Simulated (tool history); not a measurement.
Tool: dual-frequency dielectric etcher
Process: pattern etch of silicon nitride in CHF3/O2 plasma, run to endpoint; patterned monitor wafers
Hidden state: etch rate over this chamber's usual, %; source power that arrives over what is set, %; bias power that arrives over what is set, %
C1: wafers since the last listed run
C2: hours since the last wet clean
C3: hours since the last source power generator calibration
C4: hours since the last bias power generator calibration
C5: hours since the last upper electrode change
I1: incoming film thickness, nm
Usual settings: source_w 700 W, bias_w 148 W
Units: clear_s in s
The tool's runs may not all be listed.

{"run": 1, "day": 0.0, "source_w": 740, "bias_w": 148, "C1": 0, "C2": 178.9, "C3": 2144.1, "C4": 2453.4, "C5": 2048.2, "I1": 62.7, "clear_s": 41.0}
{"run": 2, "day": 1.079, "source_w": 660, "bias_w": 148, "C1": 335, "C2": 204.8, "C3": 2170.0, "C4": 2479.3, "C5": 2074.1, "I1": 62.8, "clear_s": 42.7}
{"run": 3, "day": 2.133, "source_w": 700, "bias_w": 148, "C1": 327, "C2": 230.1, "C3": 2195.3, "C4": 2504.6, "C5": 2099.4, "I1": 63.1, "clear_s": 41.7}
{"run": 4, "day": 2.917, "source_w": 700, "bias_w": 148, "C1": 243, "C2": 248.9, "C3": 2214.1, "C4": 2523.4, "C5": 2118.2, "I1": 63.1, "clear_s": 41.4}
{"run": 5, "day": 6.325, "source_w": 600, "bias_w": 148, "C1": 1058, "C2": 330.7, "C3": 2295.9, "C4": 2605.2, "C5": 2200.0, "I1": 62.9, "clear_s": 43.5}
{"day": 8.921, "done": "wet clean of the chamber"}
{"run": 6, "day": 9.258, "source_w": 650, "bias_w": 148, "C1": 600, "C2": 8.1, "C3": 2366.3, "C4": 2675.6, "C5": 2270.4, "I1": 62.9, "clear_s": 42.9}
{"run": 7, "day": 10.408, "source_w": 700, "bias_w": 148, "C1": 357, "C2": 35.7, "C3": 2393.9, "C4": 2703.2, "C5": 2298.0, "I1": 63.1, "clear_s": 42.4}
{"run": 8, "day": 11.554, "source_w": 700, "bias_w": 148, "C1": 355, "C2": 63.2, "C3": 2421.4, "C4": 2730.7, "C5": 2325.5, "I1": 62.7, "clear_s": 42.1}
{"run": 9, "day": 12.925, "source_w": 700, "bias_w": 148, "C1": 425, "C2": 96.1, "C3": 2454.3, "C4": 2763.6, "C5": 2358.4, "I1": 63.3, "clear_s": 42.6}
{"run": 10, "day": 14.025, "source_w": 700, "bias_w": 148, "C1": 341, "C2": 122.5, "C3": 2480.7, "C4": 2790.0, "C5": 2384.8, "I1": 62.9, "clear_s": 41.2}
{"run": 11, "day": 15.204, "source_w": 700, "bias_w": 148, "C1": 366, "C2": 150.8, "C3": 2509.0, "C4": 2818.3, "C5": 2413.1, "I1": 63.6, "clear_s": 41.9}
{"run": 12, "day": 16.004, "source_w": 610, "bias_w": 125, "C1": 248, "C2": 170.0, "C3": 2528.2, "C4": 2837.5, "C5": 2432.3, "I1": 61.8, "clear_s": 45.6}
{"day": 17.008, "done": "bias power generator calibrated"}
{"run": 13, "day": 17.312, "source_w": 610, "bias_w": 125, "C1": 354, "C2": 201.4, "C3": 2559.6, "C4": 7.3, "C5": 2463.7, "I1": 62.9, "clear_s": 46.2}
{"run": 14, "day": 17.942, "source_w": 700, "bias_w": 122, "C1": 195, "C2": 216.5, "C3": 2574.7, "C4": 22.4, "C5": 2478.8, "I1": 63.3, "clear_s": 45.1}
{"run": 15, "day": 18.567, "source_w": 700, "bias_w": 119, "C1": 194, "C2": 231.5, "C3": 2589.7, "C4": 37.4, "C5": 2493.8, "I1": 63.3, "clear_s": 45.2}
{"run": 16, "day": 19.796, "source_w": 850, "bias_w": 179, "C1": 381, "C2": 261.0, "C3": 2619.2, "C4": 66.9, "C5": 2523.3, "I1": 63.4, "clear_s": 36.2}
{"day": 21.767, "done": "upper electrode replaced"}
{"run": 17, "day": 21.788, "source_w": 800, "bias_w": 113, "C1": 308, "C2": 308.8, "C3": 2667.0, "C4": 114.7, "C5": 0.5, "I1": 63.1, "clear_s": 43.2}
{"run": 18, "day": 22.15, "source_w": 700, "bias_w": 148, "C1": 112, "C2": 317.5, "C3": 2675.7, "C4": 123.4, "C5": 9.2, "I1": 62.8, "clear_s": 41.0}
{"day": 23.475, "done": "source power generator calibrated"}
{"day": 23.542, "done": "wet clean of the chamber"}
{"run": 19, "day": 23.562, "source_w": 610, "bias_w": 163, "C1": 366, "C2": 0.5, "C3": 2.1, "C4": 157.3, "C5": 43.1, "I1": 62.5, "clear_s": 42.3}
{"run": 20, "day": 24.254, "source_w": 630, "bias_w": 115, "C1": 214, "C2": 17.1, "C3": 18.7, "C4": 173.9, "C5": 59.7, "I1": 62.7, "clear_s": 47.3}
{"run": 21, "day": 25.154, "source_w": 700, "bias_w": 121, "C1": 279, "C2": 38.7, "C3": 40.3, "C4": 195.5, "C5": 81.3, "I1": 63.7, "clear_s": 45.4}
{"run": 22, "day": 25.925, "source_w": 530, "bias_w": 135, "C1": 239, "C2": 57.2, "C3": 58.8, "C4": 214.0, "C5": 99.8, "I1": 62.7, "clear_s": 47.0}
{"run": 23, "day": 27.271, "source_w": 610, "bias_w": 131, "C1": 418, "C2": 89.5, "C3": 91.1, "C4": 246.3, "C5": 132.1, "I1": 62.6, "clear_s": 44.9}
{"run": 24, "day": 28.312, "source_w": 700, "bias_w": 148, "C1": 323, "C2": 114.5, "C3": 116.1, "C4": 271.3, "C5": 157.1, "I1": 62.8, "clear_s": 41.3}
{"run": 25, "day": 29.438, "source_w": 700, "bias_w": 138, "C1": 349, "C2": 141.5, "C3": 143.1, "C4": 298.3, "C5": 184.1, "I1": 62.8, "clear_s": 42.3}
{"run": 26, "day": 29.975, "source_w": 800, "bias_w": 148, "C1": 166, "C2": 154.4, "C3": 156.0, "C4": 311.2, "C5": 197.0, "I1": 63.1, "clear_s": 39.0}
{"run": 27, "day": 31.3, "source_w": 700, "bias_w": 148, "C1": 411, "C2": 186.2, "C3": 187.8, "C4": 343.0, "C5": 228.8, "I1": 62.6, "clear_s": 40.3}
{"run": 28, "day": 32.421, "source_w": 850, "bias_w": 178, "C1": 348, "C2": 213.1, "C3": 214.7, "C4": 369.9, "C5": 255.7, "I1": 62.2, "clear_s": 36.0}
{"run": 29, "day": 33.358, "source_w": 830, "bias_w": 129, "C1": 291, "C2": 235.6, "C3": 237.2, "C4": 392.4, "C5": 278.2, "I1": 63.4, "clear_s": 40.6}
{"run": 30, "day": 34.338, "source_w": 770, "bias_w": 184, "C1": 304, "C2": 259.1, "C3": 260.7, "C4": 415.9, "C5": 301.7, "I1": 63.6, "clear_s": 36.6}
{"run": 31, "day": 35.292, "source_w": 780, "bias_w": 124, "C1": 296, "C2": 282.0, "C3": 283.6, "C4": 438.8, "C5": 324.6, "I1": 62.9, "clear_s": 41.5}

Forecast each of these 5 alternatives for the next run:
{"run": "A", "day": 35.308, "source_w": 700, "bias_w": 134, "C1": 5, "C2": 282.4, "C3": 284.0, "C4": 439.2, "C5": 325.0, "I1": 63.4, "clear_s": "?"}
{"run": "B", "day": 35.308, "source_w": 770, "bias_w": 148, "C1": 5, "C2": 282.4, "C3": 284.0, "C4": 439.2, "C5": 325.0, "I1": 63.4, "clear_s": "?"}
{"run": "C", "day": 35.308, "source_w": 780, "bias_w": 148, "C1": 5, "C2": 282.4, "C3": 284.0, "C4": 439.2, "C5": 325.0, "I1": 63.4, "clear_s": "?"}
{"run": "D", "day": 35.308, "source_w": 870, "bias_w": 148, "C1": 5, "C2": 282.4, "C3": 284.0, "C4": 439.2, "C5": 325.0, "I1": 63.4, "clear_s": "?"}
{"run": "E", "day": 35.308, "source_w": 700, "bias_w": 132, "C1": 5, "C2": 282.4, "C3": 284.0, "C4": 439.2, "C5": 325.0, "I1": 63.4, "clear_s": "?"}

run=A clear_s=42.1
run=B clear_s=39.3
run=C clear_s=39.2
run=D clear_s=37.7
run=E clear_s=42.3
Without the tool's hidden state the same runs would have given:
run=A clear_s=43.9
run=B clear_s=41.1
run=C clear_s=40.9
run=D clear_s=39.4
run=E clear_s=44.2

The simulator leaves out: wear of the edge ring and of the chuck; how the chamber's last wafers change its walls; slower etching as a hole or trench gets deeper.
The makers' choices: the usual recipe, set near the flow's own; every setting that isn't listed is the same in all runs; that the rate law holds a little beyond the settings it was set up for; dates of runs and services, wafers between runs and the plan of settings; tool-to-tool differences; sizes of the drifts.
